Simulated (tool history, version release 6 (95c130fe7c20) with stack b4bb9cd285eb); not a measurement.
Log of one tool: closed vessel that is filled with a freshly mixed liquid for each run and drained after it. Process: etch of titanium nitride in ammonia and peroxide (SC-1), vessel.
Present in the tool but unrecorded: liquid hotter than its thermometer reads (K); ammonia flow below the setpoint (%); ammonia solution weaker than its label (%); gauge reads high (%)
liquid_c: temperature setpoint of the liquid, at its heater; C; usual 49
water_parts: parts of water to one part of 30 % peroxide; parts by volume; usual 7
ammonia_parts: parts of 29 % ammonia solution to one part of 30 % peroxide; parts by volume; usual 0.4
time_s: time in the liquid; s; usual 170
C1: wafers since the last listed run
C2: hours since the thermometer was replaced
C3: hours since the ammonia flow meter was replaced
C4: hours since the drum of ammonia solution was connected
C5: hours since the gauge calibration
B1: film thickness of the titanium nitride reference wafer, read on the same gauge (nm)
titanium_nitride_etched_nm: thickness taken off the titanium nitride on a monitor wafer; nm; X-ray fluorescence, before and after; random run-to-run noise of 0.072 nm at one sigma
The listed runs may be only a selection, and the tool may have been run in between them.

{"run": 1, "hour": 0.0, "liquid_c": 49, "water_parts": 7, "ammonia_parts": 0.4, "time_s": 170, "C1": 0, "C2": 127.8, "C3": 29.5, "C4": 332.9, "C5": 43.5, "B1": 80, "titanium_nitride_etched_nm": 18.83}
{"hour": 38.6, "done": "new drum of ammonia solution connected"}
{"run": 2, "hour": 90.5, "liquid_c": 49, "water_parts": 7, "ammonia_parts": 0.4, "time_s": 170, "C1": 9004, "C2": 218.3, "C3": 120, "C4": 51.9, "C5": 134, "B1": 80, "titanium_nitride_etched_nm": 19.32}
{"run": 3, "hour": 154.8, "liquid_c": 46.5, "water_parts": 7, "ammonia_parts": 0.4, "time_s": 170, "C1": 6469, "C2": 282.6, "C3": 184.3, "C4": 116.2, "C5": 198.3, "B1": 79.98, "titanium_nitride_etched_nm": 15.95}
{"run": 4, "hour": 248.2, "liquid_c": 49, "water_parts": 8.5, "ammonia_parts": 0.4, "time_s": 170, "C1": 9397, "C2": 376, "C3": 277.7, "C4": 209.6, "C5": 291.7, "B1": 80, "titanium_nitride_etched_nm": 17.21}
{"run": 5, "hour": 289.9, "liquid_c": 49, "water_parts": 8.5, "ammonia_parts": 0.4, "time_s": 170, "C1": 4195, "C2": 417.7, "C3": 319.4, "C4": 251.3, "C5": 333.4, "B1": 80.01, "titanium_nitride_etched_nm": 17.18}
{"run": 6, "hour": 347.5, "liquid_c": 49, "water_parts": 8.5, "ammonia_parts": 0.4, "time_s": 170, "C1": 5795, "C2": 475.3, "C3": 377, "C4": 308.9, "C5": 391, "B1": 80, "titanium_nitride_etched_nm": 17.23}
{"hour": 353.7, "done": "new drum of ammonia solution connected"}
{"run": 7, "hour": 385.3, "liquid_c": 55.5, "water_parts": 7, "ammonia_parts": 0.4, "time_s": 170, "C1": 3702, "C2": 513.1, "C3": 414.8, "C4": 31.6, "C5": 428.8, "B1": 80.01, "titanium_nitride_etched_nm": 30.16}
{"run": 8, "hour": 436.6, "liquid_c": 55.5, "water_parts": 7, "ammonia_parts": 0.4, "time_s": 170, "C1": 5161, "C2": 564.4, "C3": 466.1, "C4": 82.9, "C5": 480.1, "B1": 79.98, "titanium_nitride_etched_nm": 29.98}
{"hour": 462.9, "done": "ammonia flow meter replaced"}
{"run": 9, "hour": 537.4, "liquid_c": 55.5, "water_parts": 7, "ammonia_parts": 0.4, "time_s": 170, "C1": 10040, "C2": 665.2, "C3": 74.5, "C4": 183.7, "C5": 580.9, "B1": 79.99, "titanium_nitride_etched_nm": 29.98}
{"run": 10, "hour": 581.6, "liquid_c": 42, "water_parts": 7, "ammonia_parts": 0.35, "time_s": 170, "C1": 4446, "C2": 709.4, "C3": 118.7, "C4": 227.9, "C5": 625.1, "B1": 80.01, "titanium_nitride_etched_nm": 11.31}
{"run": 11, "hour": 623.0, "liquid_c": 49, "water_parts": 7, "ammonia_parts": 0.4, "time_s": 170, "C1": 4165, "C2": 750.8, "C3": 160.1, "C4": 269.3, "C5": 666.5, "B1": 80.01, "titanium_nitride_etched_nm": 19.01}
{"run": 12, "hour": 683.6, "liquid_c": 49, "water_parts": 7, "ammonia_parts": 0.4, "time_s": 170, "C1": 6096, "C2": 811.4, "C3": 220.7, "C4": 329.9, "C5": 727.1, "B1": 80.01, "titanium_nitride_etched_nm": 18.97}
{"hour": 697.4, "done": "new drum of ammonia solution connected"}
{"run": 13, "hour": 729.7, "liquid_c": 56.5, "water_parts": 7, "ammonia_parts": 0.45, "time_s": 170, "C1": 4537, "C2": 857.5, "C3": 266.8, "C4": 32.3, "C5": 773.2, "B1": 79.99, "titanium_nitride_etched_nm": 32.87}
{"run": 14, "hour": 818.0, "liquid_c": 45, "water_parts": 7, "ammonia_parts": 0.2, "time_s": 170, "C1": 8883, "C2": 945.8, "C3": 355.1, "C4": 120.6, "C5": 861.5, "B1": 80, "titanium_nitride_etched_nm": 12.8}
{"run": 15, "hour": 864.6, "liquid_c": 49, "water_parts": 7, "ammonia_parts": 0.4, "time_s": 170, "C1": 4688, "C2": 992.4, "C3": 401.7, "C4": 167.2, "C5": 908.1, "B1": 80.04, "titanium_nitride_etched_nm": 19.25}
{"run": 16, "hour": 918.3, "liquid_c": 42, "water_parts": 7, "ammonia_parts": 0.35, "time_s": 170, "C1": 5402, "C2": 1046.1, "C3": 455.4, "C4": 220.9, "C5": 961.8, "B1": 80, "titanium_nitride_etched_nm": 11.34}
{"hour": 1005.7, "done": "ammonia flow meter replaced"}
{"run": 17, "hour": 1012.0, "liquid_c": 58.5, "water_parts": 7, "ammonia_parts": 0.5, "time_s": 170, "C1": 9326, "C2": 1139.8, "C3": 6.3, "C4": 314.6, "C5": 1055.5, "B1": 79.99, "titanium_nitride_etched_nm": 37.74}
{"hour": 1049.7, "done": "gauge calibrated"}
{"hour": 1059.3, "done": "new drum of ammonia solution connected"}
{"run": 18, "hour": 1116.9, "liquid_c": 44.5, "water_parts": 10.5, "ammonia_parts": 0.6, "time_s": 210, "C1": 10453, "C2": 1244.7, "C3": 111.2, "C4": 57.6, "C5": 67.2, "B1": 80, "titanium_nitride_etched_nm": 15.1}
{"run": 19, "hour": 1186.6, "liquid_c": 49, "water_parts": 7, "ammonia_parts": 0.4, "time_s": 170, "C1": 7012, "C2": 1314.4, "C3": 180.9, "C4": 127.3, "C5": 136.9, "B1": 79.98, "titanium_nitride_etched_nm": 19.42}
{"run": 20, "hour": 1233.1, "liquid_c": 49, "water_parts": 5, "ammonia_parts": 0.4, "time_s": 170, "C1": 4678, "C2": 1360.9, "C3": 227.4, "C4": 173.8, "C5": 183.4, "B1": 79.99, "titanium_nitride_etched_nm": 22.72}
{"run": 21, "hour": 1274.4, "liquid_c": 49, "water_parts": 7, "ammonia_parts": 0.25, "time_s": 75, "C1": 4155, "C2": 1402.2, "C3": 268.7, "C4": 215.1, "C5": 224.7, "B1": 80.01, "titanium_nitride_etched_nm": 7.79}
{"hour": 1281.7, "done": "thermometer replaced"}
{"run": 22, "hour": 1335.4, "liquid_c": 46, "water_parts": 5.5, "ammonia_parts": 0.3, "time_s": 205, "C1": 6036, "C2": 53.7, "C3": 329.7, "C4": 276.1, "C5": 285.7, "B1": 79.97, "titanium_nitride_etched_nm": 19.63}
{"run": 23, "hour": 1378.8, "liquid_c": 45, "water_parts": 7, "ammonia_parts": 0.4, "time_s": 270, "C1": 4366, "C2": 97.1, "C3": 373.1, "C4": 319.5, "C5": 329.1, "B1": 79.98, "titanium_nitride_etched_nm": 22.36}
{"run": 24, "hour": 1435.0, "liquid_c": 49, "water_parts": 5.5, "ammonia_parts": 0.25, "time_s": 220, "C1": 5654, "C2": 153.3, "C3": 429.3, "C4": 375.7, "C5": 385.3, "B1": 80.01, "titanium_nitride_etched_nm": 24.95}
{"hour": 1482.2, "done": "new drum of ammonia solution connected"}
{"hour": 1491.0, "done": "ammonia flow meter replaced"}
{"run": 25, "hour": 1542.8, "liquid_c": 49, "water_parts": 5.5, "ammonia_parts": 0.5, "time_s": 170, "C1": 10644, "C2": 261.1, "C3": 51.8, "C4": 60.6, "C5": 493.1, "B1": 79.98, "titanium_nitride_etched_nm": 22.27}
{"run": 26, "hour": 1600.3, "liquid_c": 49, "water_parts": 7, "ammonia_parts": 0.4, "time_s": 110, "C1": 5785, "C2": 318.6, "C3": 109.3, "C4": 118.1, "C5": 550.6, "B1": 80, "titanium_nitride_etched_nm": 12.26}
{"run": 27, "hour": 1659.3, "liquid_c": 49, "water_parts": 5, "ammonia_parts": 0.6, "time_s": 170, "C1": 5936, "C2": 377.6, "C3": 168.3, "C4": 177.1, "C5": 609.6, "B1": 80.01, "titanium_nitride_etched_nm": 23.88}
{"run": 28, "hour": 1722.4, "liquid_c": 49, "water_parts": 7, "ammonia_parts": 0.4, "time_s": 170, "C1": 6348, "C2": 440.7, "C3": 231.4, "C4": 240.2, "C5": 672.7, "B1": 80.02, "titanium_nitride_etched_nm": 18.9}

What was the tool's hidden state at every run in the log?
ammonia flow below the setpoint (%): 0 in every run
gauge reads high (%): 0 in every run
H1: liquid hotter than its thermometer reads (K)
H2: ammonia solution weaker than its label (%)
run=1 H1=0.0877 H2=10.9
run=2 H1=0.106 H2=2.94
run=3 H1=0.118 H2=5.03
run=4 H1=0.137 H2=8.07
run=5 H1=0.145 H2=9.42
run=6 H1=0.157 H2=11.3
run=7 H1=0.164 H2=2.02
run=8 H1=0.174 H2=3.69
run=9 H1=0.194 H2=6.96
run=10 H1=0.203 H2=8.4
run=11 H1=0.211 H2=9.74
run=12 H1=0.223 H2=11.7
run=13 H1=0.232 H2=2.11
run=14 H1=0.25 H2=4.98
run=15 H1=0.259 H2=6.5
run=16 H1=0.27 H2=8.24
run=17 H1=0.288 H2=11.3
run=18 H1=0.309 H2=3.02
run=19 H1=0.323 H2=5.28
run=20 H1=0.332 H2=6.79
run=21 H1=0.34 H2=8.13
run=22 H1=0.0437 H2=10.1
run=23 H1=0.0523 H2=11.5
run=24 H1=0.0634 H2=13.4
run=25 H1=0.0847 H2=2.33
run=26 H1=0.0961 H2=4.2
run=27 H1=0.108 H2=6.11
run=28 H1=0.12 H2=8.16
